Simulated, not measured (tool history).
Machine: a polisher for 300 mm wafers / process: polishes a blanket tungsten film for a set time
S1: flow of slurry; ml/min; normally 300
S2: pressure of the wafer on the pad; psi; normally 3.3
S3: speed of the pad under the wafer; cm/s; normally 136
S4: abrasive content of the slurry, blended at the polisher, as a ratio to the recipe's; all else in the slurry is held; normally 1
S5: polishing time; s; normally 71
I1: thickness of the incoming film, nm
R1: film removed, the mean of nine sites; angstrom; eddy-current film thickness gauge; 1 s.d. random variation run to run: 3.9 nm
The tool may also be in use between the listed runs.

| run | hour | S1 | S2 | S3 | S4 | S5 | I1 | R1 |
|---|---|---|---|---|---|---|---|---|
| 1 | 0 | 300 | 2.3 | 136 | 1 | 80 | 1113.4 | 2985 |
|  | 2.9 | slurry nozzle cleaned |
| 2 | 29.7 | 300 | 2.3 | 136 | 1 | 80 | 1100.1 | 2918 |
|  | 54.8 | slurry tank refilled with fresh slurry and peroxide |
| 3 | 75.6 | 300 | 2.3 | 136 | 1 | 80 | 1118.2 | 3140 |
| 4 | 100.4 | 225 | 3.3 | 136 | 0.8 | 71 | 1113.8 | 3810 |
|  | 115.9 | slurry blender recalibrated |
| 5 | 125.5 | 225 | 3.3 | 136 | 0.8 | 71 | 1117 | 3816 |
|  | 157.7 | worn pad replaced by a new one |
| 6 | 178.8 | 225 | 3.3 | 136 | 0.8 | 71 | 1111.7 | 3687 |
| 7 | 207.8 | 300 | 3.3 | 136 | 1 | 71 | 1096.9 | 3871 |
|  | 251.7 | head pressure recalibrated |
|  | 253.9 | slurry tank refilled with fresh slurry and peroxide |
| 8 | 278.1 | 300 | 3.3 | 136 | 1 | 71 | 1103.2 | 4038 |
| 9 | 328.4 | 300 | 3.3 | 136 | 1 | 71 | 1128.4 | 3982 |
|  | 363.2 | worn pad replaced by a new one |
| 10 | 376.8 | 345 | 3.3 | 136 | 1 | 71 | 1119.2 | 3936 |
| 11 | 429.6 | 345 | 3.3 | 136 | 1 | 71 | 1115.6 | 3757 |
|  | 432 | slurry tank refilled with fresh slurry and peroxide |
|  | 479.6 | slurry nozzle cleaned |
| 12 | 480.1 | 345 | 3.3 | 136 | 1 | 71 | 1118 | 4114 |
|  | 503.3 | slurry blender recalibrated |
| 13 | 509.4 | 300 | 2.3 | 136 | 1 | 80 | 1129.6 | 3146 |
| 14 | 558.6 | 355 | 4 | 136 | 1.15 | 85 | 1132 | 5960 |
|  | 573.9 | worn pad replaced by a new one |
| 15 | 605.5 | 375 | 3.3 | 152 | 1 | 71 | 1123.9 | 4242 |
|  | 616.8 | slurry tank refilled with fresh slurry and peroxide |
| 16 | 672.9 | 230 | 2.2 | 136 | 1.25 | 94 | 1125.9 | 3631 |
|  | 675.8 | head pressure recalibrated |
| 17 | 713.9 | 380 | 3.3 | 136 | 1 | 71 | 1118.4 | 4064 |
| 18 | 760.7 | 300 | 4.1 | 136 | 0.8 | 58 | 1132.1 | 3733 |
|  | 773.2 | worn pad replaced by a new one |
| 19 | 805.9 | 215 | 3.3 | 180 | 1 | 71 | 1134.1 | 4732 |
|  | 822.8 | slurry tank refilled with fresh slurry and peroxide |
| 20 | 867.5 | 300 | 3.9 | 124 | 0.85 | 49 | 1116.5 | 2919 |
| 21 | 907.9 | 200 | 3.3 | 136 | 1 | 71 | 1122.5 | 3881 |
| 22 | 953.6 | 300 | 3.3 | 116 | 1 | 59 | 1126 | 2748 |

Consider 5 possible next runs. They are alternatives, not a sequence: every one starts from the tool as it was left by run 22. What does each give?
| A | 954 | 300 | 3.3 | 136 | 1 | 71 | 1134 | ? |
| B | 954 | 300 | 3.3 | 150 | 1 | 71 | 1134 | ? |
| C | 954 | 375 | 2.2 | 136 | 1 | 71 | 1134 | ? |
| D | 954 | 270 | 2.8 | 98 | 1 | 53 | 1134 | ? |
| E | 954 | 300 | 3.3 | 136 | 1.2 | 71 | 1134 | ? |

| run | R1 |
|---|---|
| A | 3907 |
| B | 4309 |
| C | 2644 |
| D | 1769 |
| E | 4052 |
Without the tool's hidden state the same runs would have given:
| run | R1 |
|---|---|
| A | 4108 |
| B | 4531 |
| C | 2781 |
| D | 1860 |
| E | 4261 |

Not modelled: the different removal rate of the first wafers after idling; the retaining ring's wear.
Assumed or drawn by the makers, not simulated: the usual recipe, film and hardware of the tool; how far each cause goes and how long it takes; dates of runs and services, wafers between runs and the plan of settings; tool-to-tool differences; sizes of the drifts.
